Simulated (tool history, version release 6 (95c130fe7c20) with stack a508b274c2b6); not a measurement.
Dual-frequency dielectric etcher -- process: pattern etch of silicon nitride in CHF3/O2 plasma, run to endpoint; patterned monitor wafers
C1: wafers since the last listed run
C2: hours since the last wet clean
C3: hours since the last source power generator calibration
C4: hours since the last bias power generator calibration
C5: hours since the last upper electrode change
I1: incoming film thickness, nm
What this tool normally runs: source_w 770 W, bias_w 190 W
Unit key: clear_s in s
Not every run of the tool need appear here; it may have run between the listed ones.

run 1 hour=0.0 | source_w=770 bias_w=190 | C1=0 C2=336.0 C3=2548.3 C4=1309.7 C5=2554.8 | I1=57.0 | clear_s=33.9
run 2 hour=27.5 | source_w=660 bias_w=179 | C1=324 C2=363.5 C3=2575.8 C4=1337.2 C5=2582.3 | I1=57.8 | clear_s=37.0
-- hour=51.7 wet clean of the chamber
run 3 hour=52.2 | source_w=660 bias_w=179 | C1=8 C2=0.5 C3=2600.5 C4=1361.9 C5=2607.0 | I1=57.3 | clear_s=34.5
run 4 hour=64.0 | source_w=770 bias_w=213 | C1=139 C2=12.3 C3=2612.3 C4=1373.7 C5=2618.8 | I1=56.5 | clear_s=30.1
run 5 hour=122.7 | source_w=770 bias_w=213 | C1=693 C2=71.0 C3=2671.0 C4=1432.4 C5=2677.5 | I1=56.9 | clear_s=30.2
run 6 hour=146.9 | source_w=770 bias_w=213 | C1=285 C2=95.2 C3=2695.2 C4=1456.6 C5=2701.7 | I1=56.3 | clear_s=30.2
-- hour=209.3 bias power generator calibrated
run 7 hour=220.1 | source_w=770 bias_w=152 | C1=816 C2=168.4 C3=2768.4 C4=10.8 C5=2774.9 | I1=56.7 | clear_s=36.3
run 8 hour=237.3 | source_w=770 bias_w=152 | C1=203 C2=185.6 C3=2785.6 C4=28.0 C5=2792.1 | I1=57.4 | clear_s=36.8
run 9 hour=270.8 | source_w=770 bias_w=190 | C1=395 C2=219.1 C3=2819.1 C4=61.5 C5=2825.6 | I1=56.6 | clear_s=32.4
run 10 hour=306.0 | source_w=770 bias_w=190 | C1=415 C2=254.3 C3=2854.3 C4=96.7 C5=2860.8 | I1=56.5 | clear_s=32.8
run 11 hour=331.1 | source_w=770 bias_w=180 | C1=296 C2=279.4 C3=2879.4 C4=121.8 C5=2885.9 | I1=57.3 | clear_s=33.9
run 12 hour=360.5 | source_w=770 bias_w=180 | C1=347 C2=308.8 C3=2908.8 C4=151.2 C5=2915.3 | I1=56.6 | clear_s=33.9
run 13 hour=385.5 | source_w=770 bias_w=190 | C1=295 C2=333.8 C3=2933.8 C4=176.2 C5=2940.3 | I1=56.6 | clear_s=32.4
run 14 hour=412.9 | source_w=900 bias_w=148 | C1=323 C2=361.2 C3=2961.2 C4=203.6 C5=2967.7 | I1=56.2 | clear_s=35.4
-- hour=444.7 source power generator calibrated
-- hour=447.9 wet clean of the chamber
-- hour=461.4 upper electrode replaced
run 15 hour=461.9 | source_w=850 bias_w=219 | C1=333 C2=14.0 C3=17.2 C4=252.6 C5=0.5 | I1=57.4 | clear_s=31.5
run 16 hour=468.2 | source_w=820 bias_w=212 | C1=74 C2=20.3 C3=23.5 C4=258.9 C5=6.8 | I1=56.9 | clear_s=32.2
run 17 hour=496.4 | source_w=770 bias_w=213 | C1=332 C2=48.5 C3=51.7 C4=287.1 C5=35.0 | I1=57.2 | clear_s=32.8
run 18 hour=532.3 | source_w=770 bias_w=190 | C1=423 C2=84.4 C3=87.6 C4=323.0 C5=70.9 | I1=57.0 | clear_s=34.5
-- hour=560.5 wet clean of the chamber, repeated, since the last time left the tool worse
run 19 hour=561.0 | source_w=920 bias_w=176 | C1=55 C2=0.5 C3=116.3 C4=351.7 C5=99.6 | I1=57.3 | clear_s=32.1
run 20 hour=566.9 | source_w=870 bias_w=205 | C1=69 C2=6.4 C3=122.2 C4=357.6 C5=105.5 | I1=56.7 | clear_s=29.8
run 21 hour=581.7 | source_w=610 bias_w=227 | C1=174 C2=21.2 C3=137.0 C4=372.4 C5=120.3 | I1=57.4 | clear_s=31.2
run 22 hour=615.0 | source_w=770 bias_w=154 | C1=393 C2=54.5 C3=170.3 C4=405.7 C5=153.6 | I1=56.5 | clear_s=36.3
run 23 hour=636.6 | source_w=710 bias_w=190 | C1=255 C2=76.1 C3=191.9 C4=427.3 C5=175.2 | I1=56.9 | clear_s=32.7
run 24 hour=648.9 | source_w=770 bias_w=190 | C1=145 C2=88.4 C3=204.2 C4=439.6 C5=187.5 | I1=57.1 | clear_s=32.2

Consider 3 possible next runs. They are alternatives, not a sequence: every one starts from the tool as it was left by run 24. What does each give?
run A hour=649.3 | source_w=770 bias_w=190 | C1=4 C2=88.8 C3=204.6 C4=440.0 C5=187.9 | I1=56.8 | clear_s=?
run B hour=649.3 | source_w=870 bias_w=171 | C1=4 C2=88.8 C3=204.6 C4=440.0 C5=187.9 | I1=56.8 | clear_s=?
run C hour=649.3 | source_w=850 bias_w=203 | C1=4 C2=88.8 C3=204.6 C4=440.0 C5=187.9 | I1=56.8 | clear_s=?

run=A clear_s=32.2
run=B clear_s=33.0
run=C clear_s=30.4
Take away the tool's hidden state, keep each run's random variation, and the runs would have read:
run=A clear_s=32.1
run=B clear_s=32.9
run=C clear_s=30.3

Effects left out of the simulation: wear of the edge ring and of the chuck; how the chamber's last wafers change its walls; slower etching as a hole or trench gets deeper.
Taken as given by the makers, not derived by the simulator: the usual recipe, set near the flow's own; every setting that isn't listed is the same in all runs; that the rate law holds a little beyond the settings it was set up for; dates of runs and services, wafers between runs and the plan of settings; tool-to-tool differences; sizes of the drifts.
